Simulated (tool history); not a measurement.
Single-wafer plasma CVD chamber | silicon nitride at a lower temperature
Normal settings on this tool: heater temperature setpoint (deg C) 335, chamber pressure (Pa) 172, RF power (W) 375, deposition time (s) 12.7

run,hour,heater temperature setpoint (deg C),chamber pressure (Pa),RF power (W),deposition time (s),"read-back reference wafer on the same gauge, thickness_nm",mean film thickness on the monitor wafer (nm)
1,0,335,172,375,12.7,18.203,18.068
2,24.2,335,172,375,12.7,18.196,18.011
# hour 32.7: gauge calibrated
3,34,335,172,375,12.7,18.204,18.009
4,50,335,172,375,12.7,18.209,17.955
5,96.1,335,172,375,12.7,18.204,17.939
# hour 130.5: showerhead replaced
6,135.3,335,172,375,12.7,18.201,17.934
7,150.3,335,172,375,12.7,18.204,17.817
8,162.1,320,172,375,12.7,18.205,17.935
9,173.5,335,172,375,10.3,18.198,14.495
10,183.7,335,160,375,14.2,18.198,19.59
11,190.5,335,152,375,11.2,18.196,15.267
# hour 202.6: RF generator calibrated
# hour 209.3: capacitance manometer re-zeroed and calibrated
12,209.8,335,172,375,12.7,18.195,18.732
13,212.3,326,172,375,12.7,18.196,18.768
14,218.4,330,172,445,12.7,18.198,20.875
15,233.6,335,141,375,13.5,18.203,18.983
# hour 249: thermocouple changed; heater temperature recalibrated
16,249.5,335,172,375,12.7,18.205,18.677
17,260.3,335,172,325,12.7,18.203,16.979
18,269.6,339,211,340,12.7,18.202,18.291
19,276.7,335,172,375,12.7,18.195,18.682
20,294.2,335,153,430,12.7,18.196,19.867
21,302.3,335,172,375,12.7,18.205,18.683
22,313.5,320,199,375,13.9,18.207,21.273
23,328.6,335,153,375,12.7,18.203,18.179
24,346.1,340,172,375,11.7,18.201,17.224
25,357.3,335,172,375,12.7,18.2,18.677
26,370.3,335,172,375,12.7,18.194,18.676
27,380.6,335,172,375,12.7,18.202,18.656

Here are 5 independent what-if runs from the current tool condition. What would each one return?
A,381,335,172,375,14.7,?,?
B,381,328,184,440,12.7,?,?
C,381,345,189,400,12.7,?,?
D,381,335,172,300,12.7,?,?
E,381,335,133,315,12.7,?,?

run,"read-back reference wafer on the same gauge, thickness_nm",mean film thickness on the monitor wafer (nm)
A,18.203,21.594
B,18.203,21.07
C,18.203,19.834
D,18.203,15.969
E,18.203,15.581
What these runs would have given with no unlogged condition in the tool:
run,mean film thickness on the monitor wafer (nm)
A,21.621
B,21.096
C,19.857
D,15.99
E,15.602

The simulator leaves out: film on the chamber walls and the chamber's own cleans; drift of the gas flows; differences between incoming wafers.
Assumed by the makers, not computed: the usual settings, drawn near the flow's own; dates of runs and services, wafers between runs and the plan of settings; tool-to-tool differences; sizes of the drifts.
